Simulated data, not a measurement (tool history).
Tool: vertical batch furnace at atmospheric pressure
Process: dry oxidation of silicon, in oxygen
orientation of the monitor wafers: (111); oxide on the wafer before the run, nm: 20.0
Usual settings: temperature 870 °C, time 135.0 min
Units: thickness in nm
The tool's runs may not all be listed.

| run | hour | temperature | time | wafers since the last listed run | hours since the last temperature calibration | hours since the boat lift was adjusted | hours since the gauge calibration | read-back reference wafer on the same gauge, thickness | thickness |
|---|---|---|---|---|---|---|---|---|---|
| 1 | 0.0 | 853 | 180.0 | 0 | 3782.6 | 1742.8 | 393.1 | 46.11 | 48.77 |
| 2 | 52.0 | 853 | 180.0 | 343 | 3834.6 | 1794.8 | 445.1 | 46.10 | 48.92 |
| 3 | 98.9 | 853 | 180.0 | 309 | 3881.5 | 1841.7 | 492.0 | 46.10 | 48.86 |
| 4 | 164.8 | 889 | 135.0 | 435 | 3947.4 | 1907.6 | 557.9 | 46.12 | 55.92 |
| 5 | 202.8 | 889 | 135.0 | 251 | 3985.4 | 1945.6 | 595.9 | 46.09 | 55.99 |
| 6 | 251.1 | 889 | 135.0 | 319 | 4033.7 | 1993.9 | 644.2 | 46.07 | 55.91 |
| 7 | 284.7 | 888 | 179.0 | 221 | 4067.3 | 2027.5 | 677.8 | 46.09 | 64.90 |
| 8 | 345.7 | 888 | 179.0 | 402 | 4128.3 | 2088.5 | 738.8 | 46.09 | 64.79 |
| 9 | 405.3 | 888 | 179.0 | 393 | 4187.9 | 2148.1 | 798.4 | 46.11 | 64.74 |
| 10 | 444.7 | 870 | 135.0 | 260 | 4227.3 | 2187.5 | 837.8 | 46.09 | 48.56 |
| 11 | 496.9 | 870 | 135.0 | 344 | 4279.5 | 2239.7 | 890.0 | 46.08 | 48.52 |
| 12 | 565.4 | 870 | 135.0 | 452 | 4348.0 | 2308.2 | 958.5 | 46.12 | 48.17 |
| 13 | 601.6 | 859 | 135.0 | 239 | 4384.2 | 2344.4 | 994.7 | 46.11 | 44.65 |
| 14 | 654.8 | 859 | 135.0 | 351 | 4437.4 | 2397.6 | 1047.9 | 46.10 | 44.59 |
| 15 | 700.9 | 870 | 99.5 | 304 | 4483.5 | 2443.7 | 1094.0 | 46.09 | 41.91 |
|  | 709.7 | gauge calibrated |
| 16 | 769.6 | 854 | 170.5 | 453 | 4552.2 | 2512.4 | 59.9 | 46.09 | 48.25 |
| 17 | 835.0 | 870 | 135.0 | 431 | 4617.6 | 2577.8 | 125.3 | 46.09 | 48.46 |
| 18 | 1014.1 | 888 | 135.0 | 1183 | 4796.7 | 2756.9 | 304.4 | 46.10 | 55.59 |
|  | 1072.8 | boat lift adjusted |
| 19 | 1073.3 | 854 | 165.0 | 232 | 4855.9 | 0.5 | 363.6 | 46.12 | 48.60 |
| 20 | 1131.6 | 858 | 103.5 | 385 | 4914.2 | 58.8 | 421.9 | 46.09 | 40.00 |
| 21 | 1200.8 | 870 | 135.0 | 457 | 4983.4 | 128.0 | 491.1 | 46.08 | 49.58 |
|  | 1260.3 | thermocouples replaced and temperature profile calibrated |
| 22 | 1260.8 | 882 | 116.0 | 237 | 0.5 | 188.0 | 551.1 | 46.07 | 48.12 |
| 23 | 1304.7 | 846 | 71.0 | 289 | 44.4 | 231.9 | 595.0 | 46.11 | 31.24 |
| 24 | 1334.4 | 884 | 86.0 | 196 | 74.1 | 261.6 | 624.7 | 46.10 | 42.20 |
| 25 | 1380.0 | 870 | 72.5 | 301 | 119.7 | 307.2 | 670.3 | 46.10 | 35.95 |
| 26 | 1435.4 | 885 | 80.0 | 365 | 175.1 | 362.6 | 725.7 | 46.11 | 41.02 |
| 27 | 1496.4 | 870 | 135.0 | 402 | 236.1 | 423.6 | 786.7 | 46.08 | 47.38 |
| 28 | 1560.2 | 870 | 135.0 | 421 | 299.9 | 487.4 | 850.5 | 46.08 | 47.19 |
| 29 | 1598.6 | 852 | 135.0 | 253 | 338.3 | 525.8 | 888.9 | 46.13 | 41.51 |

Measured less the same run without the tool's hidden state. The same run-to-run variation is in both; the gauge's scatter may not be:
The hidden state here: true tube temperature minus thermocouple reading, K; monitor wafer colder than the profiled boat position, K; gauge reads high (%).
| run | thickness |
|---|---|
| 1 | +1.17 |
| 2 | +1.19 |
| 3 | +1.21 |
| 4 | +1.41 |
| 5 | +1.43 |
| 6 | +1.44 |
| 7 | +1.78 |
| 8 | +1.80 |
| 9 | +1.83 |
| 10 | +1.26 |
| 11 | +1.27 |
| 12 | +1.28 |
| 13 | +1.16 |
| 14 | +1.17 |
| 15 | +1.04 |
| 16 | +1.37 |
| 17 | +1.37 |
| 18 | +1.69 |
| 19 | +2.27 |
| 20 | +1.65 |
| 21 | +2.39 |
| 22 | +0.11 |
| 23 | +0.05 |
| 24 | +0.09 |
| 25 | +0.06 |
| 26 | +0.09 |
| 27 | +0.10 |
| 28 | +0.10 |
| 29 | +0.08 |
